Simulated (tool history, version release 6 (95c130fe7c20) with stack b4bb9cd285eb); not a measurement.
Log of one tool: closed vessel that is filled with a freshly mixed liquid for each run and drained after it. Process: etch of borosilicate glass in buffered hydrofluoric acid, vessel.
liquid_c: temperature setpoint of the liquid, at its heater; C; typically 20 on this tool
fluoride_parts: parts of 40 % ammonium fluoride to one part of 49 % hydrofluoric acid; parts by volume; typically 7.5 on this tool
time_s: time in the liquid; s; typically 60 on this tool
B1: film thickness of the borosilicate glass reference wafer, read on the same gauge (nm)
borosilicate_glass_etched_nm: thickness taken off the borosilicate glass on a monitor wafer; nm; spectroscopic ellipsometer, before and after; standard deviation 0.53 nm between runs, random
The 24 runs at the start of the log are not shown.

{"run": 25, "hour": 335.3, "liquid_c": 17, "fluoride_parts": 7.5, "time_s": 60, "B1": 129.99, "borosilicate_glass_etched_nm": 65.07}
{"run": 26, "hour": 346.6, "liquid_c": 17, "fluoride_parts": 7.5, "time_s": 75, "B1": 129.99, "borosilicate_glass_etched_nm": 81.99}
{"run": 27, "hour": 353.5, "liquid_c": 21.5, "fluoride_parts": 5, "time_s": 90, "B1": 130, "borosilicate_glass_etched_nm": 181.86}
{"run": 28, "hour": 363.0, "liquid_c": 21.5, "fluoride_parts": 10, "time_s": 60, "B1": 130, "borosilicate_glass_etched_nm": 62.61}
{"run": 29, "hour": 371.1, "liquid_c": 18, "fluoride_parts": 10, "time_s": 60, "B1": 130, "borosilicate_glass_etched_nm": 52.58}
{"run": 30, "hour": 381.7, "liquid_c": 22.5, "fluoride_parts": 6, "time_s": 60, "B1": 129.98, "borosilicate_glass_etched_nm": 108.67}
{"run": 31, "hour": 395.8, "liquid_c": 20, "fluoride_parts": 7.5, "time_s": 35, "B1": 130.03, "borosilicate_glass_etched_nm": 44.13}
{"run": 32, "hour": 435.6, "liquid_c": 17, "fluoride_parts": 7.5, "time_s": 50, "B1": 129.99, "borosilicate_glass_etched_nm": 54.57}
{"run": 33, "hour": 442.5, "liquid_c": 20, "fluoride_parts": 7.5, "time_s": 60, "B1": 130.02, "borosilicate_glass_etched_nm": 75.81}
{"run": 34, "hour": 456.2, "liquid_c": 17, "fluoride_parts": 6, "time_s": 85, "B1": 130, "borosilicate_glass_etched_nm": 113.3}

Forecast each of these 3 alternatives for the next run:
{"run": "A", "hour": 456.9, "liquid_c": 20, "fluoride_parts": 7.5, "time_s": 60, "B1": "?", "borosilicate_glass_etched_nm": "?"}
{"run": "B", "hour": 456.9, "liquid_c": 17, "fluoride_parts": 5, "time_s": 40, "B1": "?", "borosilicate_glass_etched_nm": "?"}
{"run": "C", "hour": 456.9, "liquid_c": 22.5, "fluoride_parts": 5.5, "time_s": 85, "B1": "?", "borosilicate_glass_etched_nm": "?"}

run=A B1=129.98 borosilicate_glass_etched_nm=76.49
run=B B1=129.98 borosilicate_glass_etched_nm=63.15
run=C B1=129.98 borosilicate_glass_etched_nm=165.47
Take away the tool's hidden state, keep each run's random variation, and the runs would have read:
run=A borosilicate_glass_etched_nm=74.83
run=B borosilicate_glass_etched_nm=61.89
run=C borosilicate_glass_etched_nm=162.56
